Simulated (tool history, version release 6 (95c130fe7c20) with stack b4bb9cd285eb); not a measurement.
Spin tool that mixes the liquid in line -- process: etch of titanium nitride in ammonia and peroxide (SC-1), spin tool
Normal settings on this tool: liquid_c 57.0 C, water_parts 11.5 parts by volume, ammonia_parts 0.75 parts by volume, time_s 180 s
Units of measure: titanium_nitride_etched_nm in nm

| run | hour | liquid_c | water_parts | ammonia_parts | time_s | read-back film thickness of the titanium nitride reference wafer, read on the same gauge (nm) | titanium_nitride_etched_nm |
|---|---|---|---|---|---|---|---|
| 1 | 0.0 | 57.0 | 11.5 | 0.75 | 180 | 60.00 | 23.31 |
|  | 43.1 | ammonia flow meter replaced |
| 2 | 98.3 | 57.0 | 11.5 | 0.75 | 180 | 60.00 | 24.01 |
| 3 | 184.4 | 57.0 | 11.5 | 0.75 | 180 | 60.00 | 23.78 |
|  | 233.1 | new drum of ammonia solution connected |
| 4 | 268.2 | 50.5 | 7.0 | 0.40 | 230 | 60.01 | 22.82 |
| 5 | 336.2 | 64.0 | 16.0 | 0.75 | 180 | 60.00 | 31.84 |
| 6 | 427.3 | 57.0 | 11.5 | 0.75 | 210 | 60.05 | 28.33 |
| 7 | 478.5 | 49.5 | 11.5 | 0.75 | 285 | 60.01 | 22.89 |
|  | 492.0 | thermometer replaced |
|  | 547.1 | gauge calibrated |
| 8 | 548.9 | 66.0 | 11.5 | 0.75 | 105 | 60.03 | 22.49 |
| 9 | 636.6 | 57.0 | 11.5 | 0.75 | 180 | 60.01 | 21.27 |
| 10 | 709.7 | 57.0 | 11.5 | 0.90 | 180 | 60.05 | 22.33 |
| 11 | 803.8 | 57.0 | 11.5 | 0.75 | 260 | 60.01 | 31.53 |
|  | 861.1 | heated supply line repaired |
| 12 | 861.7 | 57.0 | 11.5 | 0.75 | 180 | 60.01 | 23.44 |
| 13 | 947.9 | 57.0 | 11.5 | 0.50 | 225 | 60.00 | 27.22 |
| 14 | 1006.1 | 57.0 | 15.5 | 1.05 | 180 | 60.00 | 21.38 |
| 15 | 1084.9 | 57.0 | 11.5 | 0.75 | 290 | 60.03 | 38.27 |
| 16 | 1171.8 | 57.0 | 11.5 | 0.65 | 240 | 60.01 | 30.70 |
| 17 | 1234.0 | 57.0 | 11.5 | 0.75 | 180 | 59.96 | 23.66 |
| 18 | 1297.6 | 57.0 | 11.5 | 0.75 | 180 | 59.98 | 24.01 |
| 19 | 1338.3 | 47.5 | 11.5 | 0.35 | 255 | 59.99 | 15.59 |
| 20 | 1444.4 | 57.0 | 11.5 | 0.75 | 240 | 59.98 | 32.44 |
|  | 1476.0 | new drum of ammonia solution connected |
| 21 | 1552.3 | 57.0 | 11.5 | 0.75 | 180 | 59.98 | 24.54 |
| 22 | 1607.9 | 57.0 | 11.5 | 0.75 | 210 | 60.02 | 28.96 |
| 23 | 1669.5 | 63.5 | 7.0 | 0.55 | 180 | 59.97 | 46.05 |
| 24 | 1773.0 | 57.0 | 11.5 | 0.75 | 180 | 59.99 | 25.00 |

Each row is a separate what-if for the run after 24, all from the same tool condition, not one after another. Results?
| A | 1773.5 | 52.5 | 11.5 | 0.75 | 180 | ? | ? |
| B | 1773.5 | 65.0 | 11.5 | 0.50 | 180 | ? | ? |
| C | 1773.5 | 57.0 | 7.5 | 0.75 | 180 | ? | ? |
| D | 1773.5 | 57.0 | 11.5 | 1.10 | 210 | ? | ? |

| run | read-back film thickness of the titanium nitride reference wafer, read on the same gauge (nm) | titanium_nitride_etched_nm |
|---|---|---|
| A | 59.99 | 18.06 |
| B | 59.99 | 38.17 |
| C | 59.99 | 30.29 |
| D | 59.99 | 30.28 |
With the hidden condition removed and each run's random variation left untouched, the same runs would have given:
| run | titanium_nitride_etched_nm |
|---|---|
| A | 16.16 |
| B | 34.43 |
| C | 27.19 |
| D | 27.17 |

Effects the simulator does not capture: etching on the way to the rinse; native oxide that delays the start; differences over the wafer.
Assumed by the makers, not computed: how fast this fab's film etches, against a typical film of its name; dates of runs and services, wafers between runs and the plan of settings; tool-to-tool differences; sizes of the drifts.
